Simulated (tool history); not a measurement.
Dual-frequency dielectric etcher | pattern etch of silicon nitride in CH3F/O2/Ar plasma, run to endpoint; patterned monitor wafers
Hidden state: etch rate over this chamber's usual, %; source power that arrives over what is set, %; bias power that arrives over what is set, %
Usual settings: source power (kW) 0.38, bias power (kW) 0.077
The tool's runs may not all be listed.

| run | hour | source power (kW) | bias power (kW) | wafers since the last listed run | hours since the last wet clean | hours since the last source power generator calibration | hours since the last bias power generator calibration | hours since the last upper electrode change | incoming incoming film thickness, nm | endpoint time (s) |
|---|---|---|---|---|---|---|---|---|---|---|
| 1 | 0 | 0.44 | 0.077 | 0 | 55.1 | 1310.1 | 3976.7 | 2011.6 | 29.58 | 39.4 |
| 2 | 71.8 | 0.44 | 0.077 | 489 | 126.9 | 1381.9 | 4048.5 | 2083.4 | 29.98 | 39.6 |
| 3 | 140.6 | 0.44 | 0.077 | 469 | 195.7 | 1450.7 | 4117.3 | 2152.2 | 29.75 | 39.3 |
| 4 | 197.8 | 0.38 | 0.077 | 390 | 252.9 | 1507.9 | 4174.5 | 2209.4 | 30.31 | 42.1 |
| 5 | 254.4 | 0.38 | 0.077 | 386 | 309.5 | 1564.5 | 4231.1 | 2266 | 29.74 | 41.2 |
| 6 | 302.1 | 0.38 | 0.077 | 325 | 357.2 | 1612.2 | 4278.8 | 2313.7 | 30.06 | 41.4 |
|  | 388.7 | wet clean of the chamber |
| 7 | 389.2 | 0.38 | 0.077 | 430 | 0.5 | 1699.3 | 4365.9 | 2400.8 | 30 | 41.9 |
| 8 | 446.3 | 0.38 | 0.077 | 389 | 57.6 | 1756.4 | 4423 | 2457.9 | 29.85 | 41.6 |

The next listed run, before its measurement:
|  | 466.1 | source power generator calibrated |
| 9 | 537.3 | 0.38 | 0.077 | 593 | 148.6 | 71.2 | 4514 | 2548.9 | 29.59 | ? |

{"run 9": {"endpoint time (s)": 42.2}}
Without the tool's hidden state the same run would have given endpoint time (s) 42.3.

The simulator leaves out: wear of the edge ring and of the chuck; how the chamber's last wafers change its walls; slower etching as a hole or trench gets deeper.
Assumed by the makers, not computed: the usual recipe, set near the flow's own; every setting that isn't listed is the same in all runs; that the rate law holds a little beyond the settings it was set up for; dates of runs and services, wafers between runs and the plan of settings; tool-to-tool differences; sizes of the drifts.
